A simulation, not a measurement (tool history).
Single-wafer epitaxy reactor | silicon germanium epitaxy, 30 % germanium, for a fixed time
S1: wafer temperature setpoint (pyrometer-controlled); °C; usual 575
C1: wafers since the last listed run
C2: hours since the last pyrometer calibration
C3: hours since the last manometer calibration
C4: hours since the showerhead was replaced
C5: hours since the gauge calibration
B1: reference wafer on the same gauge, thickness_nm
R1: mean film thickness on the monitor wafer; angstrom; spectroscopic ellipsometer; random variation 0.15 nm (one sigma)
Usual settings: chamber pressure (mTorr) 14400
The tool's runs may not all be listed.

Run 1, hour 0: usual settings but S1 567 °C, chamber pressure (mTorr) 13300; C1 0; C2 2357.5; C3 1712.6; C4 2819.8; C5 315.1; B1 32.002. Result: R1 254.23 angstrom.
Run 2, hour 6.5: usual settings but S1 567 °C, chamber pressure (mTorr) 13300; C1 66; C2 2364; C3 1719.1; C4 2826.3; C5 321.6; B1 31.957. Result: R1 252.88 angstrom.
Run 3, hour 19: usual settings but S1 567 °C, chamber pressure (mTorr) 13300; C1 128; C2 2376.5; C3 1731.6; C4 2838.8; C5 334.1; B1 32.048. Result: R1 250.87 angstrom.
Run 4, hour 34.1: usual settings; C1 155; C2 2391.6; C3 1746.7; C4 2853.9; C5 349.2; B1 32.017. Result: R1 302.42 angstrom.
At hour 70.3: gauge calibrated.
At hour 79.9: showerhead replaced.
Run 5, hour 81: usual settings; C1 400; C2 2438.5; C3 1793.6; C4 1.1; C5 10.7; B1 32.102. Result: R1 300.36 angstrom.
Run 6, hour 91.4: usual settings but S1 564 °C; C1 107; C2 2448.9; C3 1804; C4 11.5; C5 21.1; B1 32.045. Result: R1 250.71 angstrom.
Run 7, hour 100.3: usual settings but S1 564 °C; C1 91; C2 2457.8; C3 1812.9; C4 20.4; C5 30; B1 32.021. Result: R1 250.25 angstrom.
Run 8, hour 116.9: usual settings but S1 564 °C; C1 170; C2 2474.4; C3 1829.5; C4 37; C5 46.6; B1 32.058. Result: R1 250.78 angstrom.
Run 9, hour 128.9: usual settings but S1 579 °C; C1 123; C2 2486.4; C3 1841.5; C4 49; C5 58.6; B1 32.03. Result: R1 323.84 angstrom.
Run 10, hour 137.8: usual settings but S1 579 °C; C1 91; C2 2495.3; C3 1850.4; C4 57.9; C5 67.5; B1 31.962. Result: R1 324.35 angstrom.
Run 11, hour 146.4: usual settings but S1 579 °C; C1 88; C2 2503.9; C3 1859; C4 66.5; C5 76.1; B1 31.948. Result: R1 322.79 angstrom.
Run 12, hour 162.6: usual settings but S1 569 °C; C1 166; C2 2520.1; C3 1875.2; C4 82.7; C5 92.3; B1 32.017. Result: R1 272.92 angstrom.
Run 13, hour 173.2: usual settings but S1 582 °C, chamber pressure (mTorr) 11400; C1 109; C2 2530.7; C3 1885.8; C4 93.3; C5 102.9; B1 32.009. Result: R1 306.26 angstrom.
Run 14, hour 189.5: usual settings; C1 167; C2 2547; C3 1902.1; C4 109.6; C5 119.2; B1 32. Result: R1 302.48 angstrom.
Run 15, hour 205.1: usual settings but S1 565 °C, chamber pressure (mTorr) 15600; C1 160; C2 2562.6; C3 1917.7; C4 125.2; C5 134.8; B1 31.967. Result: R1 264.54 angstrom.
Run 16, hour 219.4: usual settings but S1 570 °C, chamber pressure (mTorr) 13400; C1 147; C2 2576.9; C3 1932; C4 139.5; C5 149.1; B1 31.999. Result: R1 269 angstrom.
Run 17, hour 227.5: usual settings but S1 571 °C, chamber pressure (mTorr) 11000; C1 83; C2 2585; C3 1940.1; C4 147.6; C5 157.2; B1 32.009. Result: R1 249.31 angstrom.
Run 18, hour 235.4: usual settings but S1 581 °C; C1 81; C2 2592.9; C3 1948; C4 155.5; C5 165.1; B1 32.038. Result: R1 337.68 angstrom.
At hour 248.3: capacitance manometer re-zeroed and calibrated.
Run 19, hour 248.8: usual settings; C1 55; C2 2606.3; C3 0.5; C4 168.9; C5 178.5; B1 32.028. Result: R1 303.06 angstrom.
Run 20, hour 262.7: usual settings but S1 560 °C, chamber pressure (mTorr) 16800; C1 143; C2 2620.2; C3 14.4; C4 182.8; C5 192.4; B1 32.102. Result: R1 249.26 angstrom.
Run 21, hour 268.7: usual settings; C1 61; C2 2626.2; C3 20.4; C4 188.8; C5 198.4; B1 31.957. Result: R1 305.79 angstrom.
At hour 282.9: pyrometer calibrated.
Run 22, hour 283.4: usual settings; C1 68; C2 0.5; C3 35.1; C4 203.5; C5 213.1; B1 31.95. Result: R1 334.45 angstrom.
Run 23, hour 289.6: usual settings; C1 63; C2 6.7; C3 41.3; C4 209.7; C5 219.3; B1 32.019. Result: R1 338.19 angstrom.
Run 24, hour 307.3: usual settings; C1 182; C2 24.4; C3 59; C4 227.4; C5 237; B1 31.977. Result: R1 335.2 angstrom.
Run 25, hour 320: usual settings but S1 587 °C, chamber pressure (mTorr) 16800; C1 130; C2 37.1; C3 71.7; C4 240.1; C5 249.7; B1 31.954. Result: R1 444.51 angstrom.
Run 26, hour 326.4: usual settings but S1 582 °C, chamber pressure (mTorr) 15700; C1 65; C2 43.5; C3 78.1; C4 246.5; C5 256.1; B1 32.093. Result: R1 395.66 angstrom.
Run 27, hour 337.1: usual settings but S1 570 °C, chamber pressure (mTorr) 15300; C1 110; C2 54.2; C3 88.8; C4 257.2; C5 266.8; B1 31.952. Result: R1 318.44 angstrom.
Run 28, hour 346.2: usual settings but S1 583 °C, chamber pressure (mTorr) 16200; C1 93; C2 63.3; C3 97.9; C4 266.3; C5 275.9; B1 32.07. Result: R1 408.11 angstrom.
Run 29, hour 360.9: usual settings; C1 151; C2 78; C3 112.6; C4 281; C5 290.6; B1 32.036. Result: R1 334.85 angstrom.
Run 30, hour 370.1: usual settings but chamber pressure (mTorr) 17300; C1 94; C2 87.2; C3 121.8; C4 290.2; C5 299.8; B1 32.018. Result: R1 362.88 angstrom.
Run 31, hour 378: usual settings; C1 81; C2 95.1; C3 129.7; C4 298.1; C5 307.7; B1 32.025. Result: R1 336.57 angstrom.
Run 32, hour 386.3: usual settings but S1 568 °C, chamber pressure (mTorr) 17000; C1 85; C2 103.4; C3 138; C4 306.4; C5 316; B1 32.014. Result: R1 322.13 angstrom.
Run 33, hour 402.5: usual settings but S1 568 °C, chamber pressure (mTorr) 15400; C1 166; C2 119.6; C3 154.2; C4 322.6; C5 332.2; B1 32.015. Result: R1 307.28 angstrom.
Run 34, hour 418.6: usual settings but S1 564 °C, chamber pressure (mTorr) 13500; C1 165; C2 135.7; C3 170.3; C4 338.7; C5 348.3; B1 32.038. Result: R1 268.48 angstrom.
Run 35, hour 428.7: usual settings; C1 103; C2 145.8; C3 180.4; C4 348.8; C5 358.4; B1 31.971. Result: R1 330.88 angstrom.
Run 36, hour 438.6: usual settings but S1 586 °C, chamber pressure (mTorr) 12600; C1 101; C2 155.7; C3 190.3; C4 358.7; C5 368.3; B1 32.03. Result: R1 375.22 angstrom.

Hidden state at the last listed run before each entry between runs and at the first one after, where it differs:
Between runs 4 and 5: gauge calibrated (hour 70.3); showerhead replaced (hour 79.9)
  wafer temperature above the value expected at the setpoint (K): -5.86 -> -5.88
  measured less the result without the state, R1: -31.95 -> -31.86 angstrom
Between runs 18 and 19: capacitance manometer re-zeroed and calibrated (hour 248.3)
  no hidden state differs between the two runs
  measured less the result without the state, R1: -35.78 -> -32.57 angstrom
Between runs 21 and 22: pyrometer calibrated (hour 282.9)
  wafer temperature above the value expected at the setpoint (K): -5.96 -> 0.506
  measured less the result without the state, R1: -32.9 -> +2.86 angstrom
